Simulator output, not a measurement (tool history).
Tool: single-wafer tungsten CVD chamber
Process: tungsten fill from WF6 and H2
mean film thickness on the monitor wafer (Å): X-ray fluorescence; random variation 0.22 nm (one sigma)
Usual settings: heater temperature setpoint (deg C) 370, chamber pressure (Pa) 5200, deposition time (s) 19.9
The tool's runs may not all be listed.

run,day,heater temperature setpoint (deg C),chamber pressure (Pa),deposition time (s),wafers since the last listed run,hours since the last thermocouple change,hours since the last manometer calibration,hours since the showerhead was replaced,hours since the gauge calibration,"read-back reference wafer on the same gauge, thickness_nm",mean film thickness on the monitor wafer (Å)
1,0.000,366,5200,19.9,0,1007.2,702.0,4888.5,1256.9,34.813,341.54
# day 2.371: gauge calibrated
2,3.662,366,5200,19.9,1330,1095.1,789.9,4976.4,31.0,34.803,348.64
3,6.758,365,5200,19.9,1124,1169.4,864.2,5050.7,105.3,34.831,336.45
4,11.142,365,5200,19.9,1592,1274.6,969.4,5155.9,210.5,34.705,333.72
5,14.292,370,5200,19.9,1144,1350.2,1045.0,5231.5,286.1,34.779,379.90
# day 17.479: capacitance manometer re-zeroed and calibrated
6,17.529,370,5200,19.9,1054,1427.9,1.2,5309.2,363.8,34.787,363.54
7,20.712,370,5200,19.9,1156,1504.3,77.6,5385.6,440.2,34.837,363.61
8,23.204,370,5200,19.9,905,1564.1,137.4,5445.4,500.0,34.770,366.52
9,27.242,370,5200,19.9,1466,1661.0,234.3,5542.3,596.9,34.801,372.02
# day 31.454: showerhead replaced
10,38.892,370,5200,19.9,4110,1940.6,513.9,178.5,876.5,34.864,376.23
11,40.738,370,5200,19.9,670,1984.9,558.2,222.8,920.8,34.788,373.13
12,44.546,370,5200,19.9,1383,2076.3,649.6,314.2,1012.2,34.845,375.08
13,49.038,380,4373,21.4,1631,2184.1,757.4,422.0,1120.0,34.778,452.04
# day 55.879: thermocouple changed; heater temperature recalibrated
14,56.296,380,5840,20.9,2515,10.0,931.6,596.2,1294.2,34.863,572.20
# day 56.954: gauge calibrated
15,59.550,370,5200,19.9,1182,88.1,1009.7,674.3,62.3,34.903,395.89
16,63.654,381,4466,19.9,1490,186.6,1108.2,772.8,160.8,34.798,458.64
# day 64.242: capacitance manometer re-zeroed and calibrated
17,68.100,359,5946,17.7,1493,293.3,92.6,879.5,267.5,34.720,279.75
18,70.858,382,5200,19.9,1001,359.5,158.8,945.7,333.7,34.893,501.45
19,73.217,377,4306,19.9,856,416.1,215.4,1002.3,390.3,34.743,391.23
20,77.579,380,5840,20.9,1584,520.8,320.1,1107.0,495.0,34.829,544.16
21,81.883,378,5853,16.6,1563,624.1,423.4,1210.3,598.3,34.753,415.24
22,84.329,380,4346,23.5,888,682.8,482.1,1269.0,657.0,34.732,500.27
23,87.004,370,6439,19.9,971,747.0,546.3,1333.2,721.2,34.815,431.54

Measured less the same run without the tool's hidden state. The same run-to-run variation is in both; the gauge's scatter may not be:
The hidden state here: wafer temperature above the value expected at the setpoint (K); true pressure above the setpoint (%); gauge reads high (%).
run,mean film thickness on the monitor wafer (Å)
1,-3.02
2,-3.26
3,-3.38
4,-3.64
5,-4.05
6,-20.44
7,-17.27
8,-15.37
9,-12.92
10,-8.35
11,-7.83
12,-7.08
13,-5.82
14,+23.95
15,+14.47
16,+14.54
17,-4.37
18,-5.08
19,-3.45
20,-4.09
21,-3.12
22,-2.63
23,-4.62
